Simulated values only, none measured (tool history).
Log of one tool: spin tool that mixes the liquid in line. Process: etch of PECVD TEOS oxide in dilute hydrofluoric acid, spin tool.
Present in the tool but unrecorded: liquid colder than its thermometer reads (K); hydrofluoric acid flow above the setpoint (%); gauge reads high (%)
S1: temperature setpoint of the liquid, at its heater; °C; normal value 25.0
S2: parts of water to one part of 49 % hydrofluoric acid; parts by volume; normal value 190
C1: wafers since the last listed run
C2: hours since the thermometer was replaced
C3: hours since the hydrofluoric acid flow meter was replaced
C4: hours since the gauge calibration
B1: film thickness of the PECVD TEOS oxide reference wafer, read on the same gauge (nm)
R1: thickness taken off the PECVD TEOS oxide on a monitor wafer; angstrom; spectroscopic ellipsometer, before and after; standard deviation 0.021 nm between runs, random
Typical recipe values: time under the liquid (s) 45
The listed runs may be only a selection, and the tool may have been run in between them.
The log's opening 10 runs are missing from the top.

At hour 134.8: gauge calibrated.
Run 11, hour 138.3: usual settings but time under the liquid (s) 30; C1 209; C2 2242.5; C3 2318.1; C4 3.5; B1 89.988. Result: R1 30.50 angstrom.
Run 12, hour 149.2: usual settings but time under the liquid (s) 30; C1 148; C2 2253.4; C3 2329.0; C4 14.4; B1 90.032. Result: R1 30.69 angstrom.
Run 13, hour 160.8: usual settings; C1 157; C2 2265.0; C3 2340.6; C4 26.0; B1 89.993. Result: R1 45.97 angstrom.
Run 14, hour 169.1: usual settings; C1 112; C2 2273.3; C3 2348.9; C4 34.3; B1 89.993. Result: R1 45.58 angstrom.
At hour 186.3: hydrofluoric acid flow meter replaced.
Run 15, hour 186.8: usual settings but S1 28.5 °C, time under the liquid (s) 40; C1 226; C2 2291.0; C3 0.5; C4 52.0; B1 89.973. Result: R1 40.58 angstrom.
Run 16, hour 203.2: usual settings but S1 29.0 °C, time under the liquid (s) 35; C1 222; C2 2307.4; C3 16.9; C4 68.4; B1 90.000. Result: R1 35.70 angstrom.
Run 17, hour 212.8: usual settings; C1 130; C2 2317.0; C3 26.5; C4 78.0; B1 90.032. Result: R1 39.55 angstrom.
Run 18, hour 228.9: usual settings but time under the liquid (s) 25; C1 218; C2 2333.1; C3 42.6; C4 94.1; B1 90.023. Result: R1 21.92 angstrom.
At hour 243.8: thermometer replaced.
Run 19, hour 246.0: usual settings but time under the liquid (s) 70; C1 218; C2 2.2; C3 59.7; C4 111.2; B1 89.984. Result: R1 68.46 angstrom.
Run 20, hour 263.4: usual settings; C1 236; C2 19.6; C3 77.1; C4 128.6; B1 89.973. Result: R1 44.49 angstrom.
Run 21, hour 274.5: usual settings; C1 150; C2 30.7; C3 88.2; C4 139.7; B1 89.981. Result: R1 44.26 angstrom.
Run 22, hour 291.4: usual settings but S1 29.0 °C, S2 105 parts by volume; C1 229; C2 47.6; C3 105.1; C4 156.6; B1 89.977. Result: R1 103.49 angstrom.
Run 23, hour 298.8: usual settings but S2 135 parts by volume; C1 100; C2 55.0; C3 112.5; C4 164.0; B1 90.004. Result: R1 65.87 angstrom.
Run 24, hour 316.1: usual settings but S1 22.5 °C; C1 235; C2 72.3; C3 129.8; C4 181.3; B1 90.022. Result: R1 40.04 angstrom.
Run 25, hour 326.1: usual settings but S1 22.5 °C, S2 235 parts by volume; C1 135; C2 82.3; C3 139.8; C4 191.3; B1 89.997. Result: R1 31.20 angstrom.
Run 26, hour 333.2: usual settings but S1 28.5 °C, time under the liquid (s) 40; C1 96; C2 89.4; C3 146.9; C4 198.4; B1 89.987. Result: R1 44.60 angstrom.
Run 27, hour 353.5: usual settings but S1 23.5 °C, S2 160 parts by volume, time under the liquid (s) 60; C1 275; C2 109.7; C3 167.2; C4 218.7; B1 89.972. Result: R1 68.59 angstrom.
Run 28, hour 362.1: usual settings; C1 116; C2 118.3; C3 175.8; C4 227.3; B1 90.000. Result: R1 44.55 angstrom.
Run 29, hour 368.7: usual settings but time under the liquid (s) 50; C1 89; C2 124.9; C3 182.4; C4 233.9; B1 89.968. Result: R1 49.53 angstrom.
Run 30, hour 377.8: usual settings; C1 123; C2 134.0; C3 191.5; C4 243.0; B1 89.988. Result: R1 44.03 angstrom.
Run 31, hour 384.2: usual settings but S2 160 parts by volume, time under the liquid (s) 20; C1 86; C2 140.4; C3 197.9; C4 249.4; B1 90.015. Result: R1 24.25 angstrom.
Run 32, hour 396.7: usual settings but time under the liquid (s) 35; C1 169; C2 152.9; C3 210.4; C4 261.9; B1 89.969. Result: R1 34.41 angstrom.
Run 33, hour 408.1: usual settings but S1 27.0 °C; C1 154; C2 164.3; C3 221.8; C4 273.3; B1 90.012. Result: R1 47.42 angstrom.

Forecast each of these 4 alternatives for the next run:
Run A, hour 408.5: usual settings but S1 27.5 °C; C1 5; C2 164.7; C3 222.2; C4 273.7; B1 ?. Result: R1 ?.
Run B, hour 408.5: usual settings but S1 27.0 °C, S2 150 parts by volume, time under the liquid (s) 25; C1 5; C2 164.7; C3 222.2; C4 273.7; B1 ?. Result: R1 ?.
Run C, hour 408.5: usual settings but S1 29.0 °C, S2 145 parts by volume, time under the liquid (s) 65; C1 5; C2 164.7; C3 222.2; C4 273.7; B1 ?. Result: R1 ?.
Run D, hour 408.5: usual settings but S1 28.0 °C, S2 155 parts by volume, time under the liquid (s) 65; C1 5; C2 164.7; C3 222.2; C4 273.7; B1 ?. Result: R1 ?.

run      B1      R1
  A  89.982   48.47
  B  89.982   35.11
  C  89.982  102.30
  D  89.982   91.11
Take away the tool's hidden state, keep each run's random variation, and the runs would have read:
run      R1
  A   48.28
  B   35.00
  C  101.96
  D   90.80
